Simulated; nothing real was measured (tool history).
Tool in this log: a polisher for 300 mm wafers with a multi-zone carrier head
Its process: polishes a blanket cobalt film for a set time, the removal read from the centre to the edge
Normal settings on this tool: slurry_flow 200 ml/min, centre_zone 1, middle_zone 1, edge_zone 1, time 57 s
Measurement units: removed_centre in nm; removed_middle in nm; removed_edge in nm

| run | hour | slurry_flow | centre_zone | middle_zone | edge_zone | time | incoming thickness of the incoming film, nm | removed_centre | removed_middle | removed_edge |
|---|---|---|---|---|---|---|---|---|---|---|
| 1 | 0 | 140 | 1 | 1.07 | 1.06 | 47 | 682.1 | 207.9 | 214.3 | 211.4 |
| 2 | 46.4 | 200 | 1 | 1 | 1 | 57 | 671.5 | 261.6 | 254.6 | 264.1 |
|  | 62.4 | worn pad replaced by a new one |
|  | 94.1 | slurry nozzle cleaned |
| 3 | 111.6 | 255 | 0.89 | 1 | 0.96 | 76 | 683.8 | 330.7 | 369.6 | 359.7 |
|  | 114.8 | centre zone pressure recalibrated |
| 4 | 139.3 | 200 | 1 | 1 | 1 | 63 | 688.2 | 303.5 | 295.2 | 300.2 |
| 5 | 200 | 200 | 1.04 | 1 | 1 | 57 | 680.3 | 283.3 | 272 | 270.1 |
| 6 | 248.2 | 200 | 1 | 1 | 0.93 | 39 | 676.3 | 185.7 | 182.5 | 175.9 |
| 7 | 300.2 | 200 | 0.93 | 0.95 | 1.07 | 57 | 674.9 | 245.4 | 253.3 | 275.7 |
| 8 | 365.6 | 230 | 1 | 1.09 | 1.11 | 71 | 675.9 | 334.2 | 357.2 | 346.7 |
|  | 432.5 | edge zone pressure recalibrated |
| 9 | 432.9 | 200 | 1 | 1 | 1 | 57 | 690 | 261.7 | 259.8 | 262.8 |
| 10 | 498.1 | 200 | 1 | 1 | 1.1 | 74 | 681.8 | 344.5 | 343 | 357.6 |
| 11 | 539.1 | 200 | 1 | 1 | 1 | 49 | 682 | 226.1 | 221.9 | 221.9 |
|  | 571.6 | slurry nozzle cleaned |
| 12 | 598.3 | 200 | 1 | 1 | 1 | 57 | 674.9 | 277.2 | 275.3 | 268.5 |

Run 13 is up next; what results do you expect?
|  | 620.6 | worn pad replaced by a new one |
|  | 640.6 | centre zone pressure recalibrated |
| 13 | 656.9 | 200 | 0.89 | 0.9 | 0.96 | 40 | 688.3 | ? | ? | ? |

removed_centre: 172.1 nm
removed_middle: 173.1 nm
removed_edge: 183.7 nm
Were there no unlogged condition in the tool, this run, its random variation unchanged, would have produced removed_centre 173.5 nm, removed_middle 174.4 nm, removed_edge 184.6 nm.
